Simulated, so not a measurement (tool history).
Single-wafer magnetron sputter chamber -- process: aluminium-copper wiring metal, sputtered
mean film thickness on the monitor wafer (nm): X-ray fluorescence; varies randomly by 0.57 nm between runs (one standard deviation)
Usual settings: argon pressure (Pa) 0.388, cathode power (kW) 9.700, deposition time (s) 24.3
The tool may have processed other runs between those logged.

run	hour	argon pressure (Pa)	cathode power (kW)	deposition time (s)	read-back reference wafer on the same gauge, thickness_nm	mean film thickness on the monitor wafer (nm)
1	0.0	0.388	9.700	24.3	359.866	366.706
2	15.8	0.388	9.700	24.3	359.870	364.096
3	28.0	0.388	9.700	24.3	360.051	364.849
4	44.8	0.388	9.700	24.3	359.977	363.430
5	55.0	0.388	9.700	24.3	360.069	362.840
6	64.0	0.388	9.700	22.8	360.037	340.348
# hour 75.2: sputter target and shields replaced
7	77.9	0.388	9.700	22.8	359.989	345.791
8	88.2	0.388	9.700	22.8	360.004	344.703
9	97.4	0.503	9.700	24.3	359.985	337.050
10	112.1	0.388	9.700	24.3	359.934	364.599
11	128.9	0.388	9.700	24.3	359.940	364.113
12	138.3	0.388	9.700	24.3	360.058	362.806
# hour 148.6: capacitance manometer re-zeroed and calibrated
13	149.1	0.274	9.700	25.9	360.201	432.186
# hour 162.2: sputter target and shields replaced
14	162.7	0.388	10.400	24.3	359.927	408.572
15	173.4	0.530	9.700	22.1	360.096	317.150

Run 16 comes next. What will it give?
16	180.7	0.340	11.700	28.4	?	?

{"run 16": {"read-back reference wafer on the same gauge, thickness_nm": 359.826, "mean film thickness on the monitor wafer (nm)": 549.018}}
The same run, on a tool lacking any hidden state, would have yielded mean film thickness on the monitor wafer (nm) 554.113.

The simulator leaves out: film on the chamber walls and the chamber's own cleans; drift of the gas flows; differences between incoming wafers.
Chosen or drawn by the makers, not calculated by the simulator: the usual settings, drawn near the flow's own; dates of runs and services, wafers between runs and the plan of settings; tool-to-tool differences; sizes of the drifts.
